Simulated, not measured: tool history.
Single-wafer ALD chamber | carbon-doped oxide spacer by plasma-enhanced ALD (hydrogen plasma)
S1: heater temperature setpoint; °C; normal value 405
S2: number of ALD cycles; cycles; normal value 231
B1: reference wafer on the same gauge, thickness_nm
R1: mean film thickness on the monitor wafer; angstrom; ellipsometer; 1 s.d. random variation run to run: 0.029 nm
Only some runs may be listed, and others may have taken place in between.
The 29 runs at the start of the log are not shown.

run 30 hour=1604.3 | S1=412 S2=245 | B1=12.997 | R1=122.40
run 31 hour=1635.8 | S1=405 S2=231 | B1=12.998 | R1=118.28
run 32 hour=1662.0 | S1=405 S2=248 | B1=13.005 | R1=126.16
run 33 hour=1699.1 | S1=415 S2=256 | B1=13.001 | R1=126.66
run 34 hour=1724.4 | S1=405 S2=231 | B1=13.009 | R1=117.87
run 35 hour=1784.0 | S1=405 S2=231 | B1=12.997 | R1=118.52
run 36 hour=1812.3 | S1=395 S2=211 | B1=13.001 | R1=109.02
run 37 hour=1875.7 | S1=416 S2=186 | B1=13.002 | R1=91.07
run 38 hour=1902.6 | S1=396 S2=243 | B1=13.007 | R1=125.42
run 39 hour=1951.7 | S1=414 S2=267 | B1=12.999 | R1=132.69

Forecast each of these 5 alternatives for the next run:
run A hour=1952.5 | S1=405 S2=231 | B1=? | R1=?
run B hour=1952.5 | S1=397 S2=231 | B1=? | R1=?
run C hour=1952.5 | S1=414 S2=249 | B1=? | R1=?
run D hour=1952.5 | S1=393 S2=269 | B1=? | R1=?
run E hour=1952.5 | S1=409 S2=231 | B1=? | R1=?

run=A B1=12.999 R1=118.52
run=B B1=12.999 R1=119.54
run=C B1=12.999 R1=123.79
run=D B1=12.999 R1=139.20
run=E B1=12.999 R1=116.89
Take away the tool's hidden state, keep each run's random variation, and the runs would have read:
run=A R1=117.75
run=B R1=119.54
run=C R1=122.96
run=D R1=139.20
run=E R1=116.11
